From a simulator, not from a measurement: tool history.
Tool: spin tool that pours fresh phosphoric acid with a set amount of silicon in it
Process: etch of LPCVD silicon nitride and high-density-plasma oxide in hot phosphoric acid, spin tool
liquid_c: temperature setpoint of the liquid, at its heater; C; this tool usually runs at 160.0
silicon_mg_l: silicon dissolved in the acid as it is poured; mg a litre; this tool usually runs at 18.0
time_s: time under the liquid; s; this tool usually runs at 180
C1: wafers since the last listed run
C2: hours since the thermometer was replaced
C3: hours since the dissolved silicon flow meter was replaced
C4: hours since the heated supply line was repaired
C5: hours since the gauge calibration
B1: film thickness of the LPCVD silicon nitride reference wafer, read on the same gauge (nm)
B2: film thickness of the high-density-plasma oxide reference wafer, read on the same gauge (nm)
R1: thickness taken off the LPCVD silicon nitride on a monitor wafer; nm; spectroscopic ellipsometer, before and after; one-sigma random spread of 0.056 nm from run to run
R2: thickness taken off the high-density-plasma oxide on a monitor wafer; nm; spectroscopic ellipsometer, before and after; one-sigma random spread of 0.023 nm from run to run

{"run": 1, "hour": 0.0, "liquid_c": 160.0, "silicon_mg_l": 18.0, "time_s": 180, "C1": 0, "C2": 716.4, "C3": 77.1, "C4": 1794.0, "C5": 3365.9, "B1": 50.01, "B2": 49.989, "R1": 16.02, "R2": 0.244}
{"run": 2, "hour": 89.8, "liquid_c": 160.0, "silicon_mg_l": 15.0, "time_s": 115, "C1": 582, "C2": 806.2, "C3": 166.9, "C4": 1883.8, "C5": 3455.7, "B1": 50.0, "B2": 50.032, "R1": 10.27, "R2": 0.167}
{"run": 3, "hour": 178.6, "liquid_c": 160.0, "silicon_mg_l": 15.0, "time_s": 115, "C1": 575, "C2": 895.0, "C3": 255.7, "C4": 1972.6, "C5": 3544.5, "B1": 50.0, "B2": 49.967, "R1": 10.25, "R2": 0.194}
{"run": 4, "hour": 363.6, "liquid_c": 158.5, "silicon_mg_l": 18.0, "time_s": 255, "C1": 1199, "C2": 1080.0, "C3": 440.7, "C4": 2157.6, "C5": 3729.5, "B1": 50.0, "B2": 49.967, "R1": 21.44, "R2": 0.37}
{"hour": 421.7, "done": "heated supply line repaired"}
{"run": 5, "hour": 441.1, "liquid_c": 160.0, "silicon_mg_l": 7.5, "time_s": 180, "C1": 495, "C2": 1157.5, "C3": 518.2, "C4": 19.4, "C5": 3807.0, "B1": 49.99, "B2": 49.978, "R1": 15.99, "R2": 0.292}
{"hour": 472.0, "done": "gauge calibrated"}
{"run": 6, "hour": 544.1, "liquid_c": 160.0, "silicon_mg_l": 18.0, "time_s": 285, "C1": 667, "C2": 1260.5, "C3": 621.2, "C4": 122.4, "C5": 72.1, "B1": 49.97, "B2": 49.999, "R1": 25.53, "R2": 0.452}
{"run": 7, "hour": 621.9, "liquid_c": 160.0, "silicon_mg_l": 6.5, "time_s": 140, "C1": 504, "C2": 1338.3, "C3": 699.0, "C4": 200.2, "C5": 149.9, "B1": 50.0, "B2": 50.008, "R1": 12.48, "R2": 0.249}
{"run": 8, "hour": 672.6, "liquid_c": 161.5, "silicon_mg_l": 8.5, "time_s": 210, "C1": 328, "C2": 1389.0, "C3": 749.7, "C4": 250.9, "C5": 200.6, "B1": 49.99, "B2": 49.969, "R1": 19.63, "R2": 0.42}
{"run": 9, "hour": 739.0, "liquid_c": 157.5, "silicon_mg_l": 18.0, "time_s": 115, "C1": 430, "C2": 1455.4, "C3": 816.1, "C4": 317.3, "C5": 267.0, "B1": 49.98, "B2": 50.003, "R1": 9.43, "R2": 0.135}
{"hour": 943.7, "done": "dissolved silicon flow meter replaced"}
{"run": 10, "hour": 974.6, "liquid_c": 158.0, "silicon_mg_l": 18.0, "time_s": 225, "C1": 1520, "C2": 1691.0, "C3": 30.9, "C4": 552.9, "C5": 502.6, "B1": 49.96, "B2": 50.025, "R1": 18.77, "R2": 0.26}
{"run": 11, "hour": 1063.3, "liquid_c": 160.0, "silicon_mg_l": 18.0, "time_s": 180, "C1": 574, "C2": 1779.7, "C3": 119.6, "C4": 641.6, "C5": 591.3, "B1": 50.0, "B2": 49.998, "R1": 16.06, "R2": 0.28}
{"hour": 1094.8, "done": "thermometer replaced"}
{"run": 12, "hour": 1102.0, "liquid_c": 157.5, "silicon_mg_l": 26.0, "time_s": 180, "C1": 244, "C2": 7.2, "C3": 158.3, "C4": 680.3, "C5": 630.0, "B1": 50.02, "B2": 50.012, "R1": 14.76, "R2": 0.161}
{"run": 13, "hour": 1147.2, "liquid_c": 160.0, "silicon_mg_l": 18.0, "time_s": 105, "C1": 292, "C2": 52.4, "C3": 203.5, "C4": 725.5, "C5": 675.2, "B1": 49.99, "B2": 49.975, "R1": 9.4, "R2": 0.14}
{"run": 14, "hour": 1253.4, "liquid_c": 158.0, "silicon_mg_l": 18.0, "time_s": 180, "C1": 688, "C2": 158.6, "C3": 309.7, "C4": 831.7, "C5": 781.4, "B1": 50.03, "B2": 49.975, "R1": 14.93, "R2": 0.242}
{"run": 15, "hour": 1305.2, "liquid_c": 161.5, "silicon_mg_l": 24.0, "time_s": 285, "C1": 335, "C2": 210.4, "C3": 361.5, "C4": 883.5, "C5": 833.2, "B1": 49.97, "B2": 49.988, "R1": 26.67, "R2": 0.363}
{"run": 16, "hour": 1361.2, "liquid_c": 162.5, "silicon_mg_l": 30.5, "time_s": 255, "C1": 363, "C2": 266.4, "C3": 417.5, "C4": 939.5, "C5": 889.2, "B1": 49.98, "B2": 50.004, "R1": 24.69, "R2": 0.325}
{"run": 17, "hour": 1674.1, "liquid_c": 162.5, "silicon_mg_l": 6.5, "time_s": 180, "C1": 2028, "C2": 579.3, "C3": 730.4, "C4": 1252.4, "C5": 1202.1, "B1": 50.01, "B2": 49.986, "R1": 17.35, "R2": 0.355}
{"run": 18, "hour": 1740.6, "liquid_c": 160.0, "silicon_mg_l": 18.0, "time_s": 180, "C1": 431, "C2": 645.8, "C3": 796.9, "C4": 1318.9, "C5": 1268.6, "B1": 50.01, "B2": 49.978, "R1": 16.03, "R2": 0.313}
{"run": 19, "hour": 1780.1, "liquid_c": 160.0, "silicon_mg_l": 18.0, "time_s": 180, "C1": 256, "C2": 685.3, "C3": 836.4, "C4": 1358.4, "C5": 1308.1, "B1": 50.01, "B2": 49.987, "R1": 15.95, "R2": 0.26}
{"run": 20, "hour": 1857.1, "liquid_c": 158.5, "silicon_mg_l": 12.5, "time_s": 260, "C1": 499, "C2": 762.3, "C3": 913.4, "C4": 1435.4, "C5": 1385.1, "B1": 50.0, "B2": 49.994, "R1": 21.85, "R2": 0.407}

What if the next run were any one of these 5? Each begins from the tool's condition after run 20:
{"run": "A", "hour": 1857.6, "liquid_c": 157.5, "silicon_mg_l": 18.0, "time_s": 180, "C1": 3, "C2": 762.8, "C3": 913.9, "C4": 1435.9, "C5": 1385.6, "B1": "?", "B2": "?", "R1": "?", "R2": "?"}
{"run": "B", "hour": 1857.6, "liquid_c": 160.0, "silicon_mg_l": 18.0, "time_s": 215, "C1": 3, "C2": 762.8, "C3": 913.9, "C4": 1435.9, "C5": 1385.6, "B1": "?", "B2": "?", "R1": "?", "R2": "?"}
{"run": "C", "hour": 1857.6, "liquid_c": 160.0, "silicon_mg_l": 18.0, "time_s": 250, "C1": 3, "C2": 762.8, "C3": 913.9, "C4": 1435.9, "C5": 1385.6, "B1": "?", "B2": "?", "R1": "?", "R2": "?"}
{"run": "D", "hour": 1857.6, "liquid_c": 160.0, "silicon_mg_l": 32.0, "time_s": 180, "C1": 3, "C2": 762.8, "C3": 913.9, "C4": 1435.9, "C5": 1385.6, "B1": "?", "B2": "?", "R1": "?", "R2": "?"}
{"run": "E", "hour": 1857.6, "liquid_c": 161.0, "silicon_mg_l": 18.0, "time_s": 285, "C1": 3, "C2": 762.8, "C3": 913.9, "C4": 1435.9, "C5": 1385.6, "B1": "?", "B2": "?", "R1": "?", "R2": "?"}

run=A B1=50.02 B2=49.970 R1=14.77 R2=0.203
run=B B1=50.02 B2=49.970 R1=19.19 R2=0.292
run=C B1=50.02 B2=49.970 R1=22.32 R2=0.340
run=D B1=50.02 B2=49.970 R1=16.07 R2=0.152
run=E B1=50.02 B2=49.970 R1=26.31 R2=0.417
The same runs, with their run-to-run variation unchanged, on a tool lacking any hidden condition would have given:
run=A R1=14.77 R2=0.203
run=B R1=19.19 R2=0.292
run=C R1=22.32 R2=0.340
run=D R1=16.07 R2=0.152
run=E R1=26.31 R2=0.417
